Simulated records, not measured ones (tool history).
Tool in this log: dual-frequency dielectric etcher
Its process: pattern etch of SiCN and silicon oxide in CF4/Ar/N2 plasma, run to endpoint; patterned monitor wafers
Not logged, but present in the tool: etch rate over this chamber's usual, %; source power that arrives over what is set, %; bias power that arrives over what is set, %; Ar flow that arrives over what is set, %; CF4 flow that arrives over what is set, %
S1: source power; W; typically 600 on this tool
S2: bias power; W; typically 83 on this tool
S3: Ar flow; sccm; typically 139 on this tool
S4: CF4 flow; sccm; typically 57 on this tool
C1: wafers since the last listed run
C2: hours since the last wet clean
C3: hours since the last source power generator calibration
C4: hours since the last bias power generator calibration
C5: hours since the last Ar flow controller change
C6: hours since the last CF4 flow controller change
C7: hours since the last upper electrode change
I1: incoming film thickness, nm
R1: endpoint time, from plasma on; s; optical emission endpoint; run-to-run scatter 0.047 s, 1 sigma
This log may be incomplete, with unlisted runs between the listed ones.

run   hour   S1   S2   S3  S4    C1     C2      C3     C4      C5     C6      C7     I1    R1
  1    0.0  600   83  139  57     0  219.2  3679.6  120.6  3773.3   60.8  5112.0  16.53  15.2
  2   16.5  600   89  139  57   274  235.7  3696.1  137.1  3789.8   77.3  5128.5  16.45  14.7
  3   51.3  510   99  114  69   579  270.5  3730.9  171.9  3824.6  112.1  5163.3  16.62  15.7
  4   75.2  600   76  139  43   397  294.4  3754.8  195.8  3848.5  136.0  5187.2  16.50  16.4
      83.0  -- source power generator calibrated
  5   96.4  680   83  139  62   286  315.6    13.4  217.0  3869.7  157.2  5208.4  16.57  14.2
  6  125.3  740   83  114  49   480  344.5    42.3  245.9  3898.6  186.1  5237.3  16.52  13.2
  7  148.7  600   83  139  57   389  367.9    65.7  269.3  3922.0  209.5  5260.7  16.49  16.0
  8  175.2  650   78  139  71   440  394.4    92.2  295.8  3948.5  236.0  5287.2  16.55  15.0
     201.4  -- wet clean of the chamber
  9  201.9  600   83  106  57    44    0.5   118.9  322.5  3975.2  262.7  5313.9  16.31  14.8
 10  221.7  600   83  139  57   329   20.3   138.7  342.3  3995.0  282.5  5333.7  16.59  15.7
     245.4  -- Ar flow controller replaced
 11  253.6  600   83  125  43   430   52.2   170.6  374.2     8.2  314.4  5365.6  16.52  15.9
 12  287.5  600   63  139  57   564   86.1   204.5  408.1    42.1  348.3  5399.5  16.41  17.7
     323.6  -- upper electrode replaced
 13  324.1  510   83  172  57   209  122.7   241.1  444.7    78.7  384.9     0.5  16.31  18.5
 14  340.8  600   92  152  57   277  139.4   257.8  461.4    95.4  401.6    17.2  16.45  15.1
 15  363.5  600  101  151  57   377  162.1   280.5  484.1   118.1  424.3    39.9  16.35  14.4
 16  378.8  600   83  139  57   254  177.4   295.8  499.4   133.4  439.6    55.2  16.55  15.8
 17  394.3  600   72  139  57   257  192.9   311.3  514.9   148.9  455.1    70.7  16.60  16.9
 18  427.7  600   83  139  57   555  226.3   344.7  548.3   182.3  488.5   104.1  16.45  15.7
 19  456.0  730   92  162  47   470  254.6   373.0  576.6   210.6  516.8   132.4  16.53  13.2
 20  474.3  490   70  139  46   304  272.9   391.3  594.9   228.9  535.1   150.7  16.49  21.1
 21  507.0  600   69  139  57   544  305.6   424.0  627.6   261.6  567.8   183.4  16.62  17.4
     611.2  -- wet clean of the chamber
 22  611.7  600   90  163  57  1342    0.5   528.7  732.3   366.3  672.5   288.1  16.43  15.3
 23  621.1  740   83  115  57   156    9.9   538.1  741.7   375.7  681.9   297.5  16.37  12.3
 24  648.1  600   83  139  57   449   36.9   565.1  768.7   402.7  708.9   324.5  16.65  15.7

4 ways to go on from here, each from the tool as it stands after run 24. What would each give?
  A  648.5  600  83  173  57   6  37.3  565.5  769.1  403.1  709.3  324.9  16.52   ?
  B  648.5  600  83  120  69   6  37.3  565.5  769.1  403.1  709.3  324.9  16.52   ?
  C  648.5  600  83  171  57   6  37.3  565.5  769.1  403.1  709.3  324.9  16.52   ?
  D  648.5  600  83  108  43   6  37.3  565.5  769.1  403.1  709.3  324.9  16.52   ?

run    R1
  A  16.1
  B  14.9
  C  16.1
  D  15.5
Stripped of hidden state, with their random variation kept, the same runs would have yielded:
run    R1
  A  16.2
  B  15.0
  C  16.2
  D  15.5
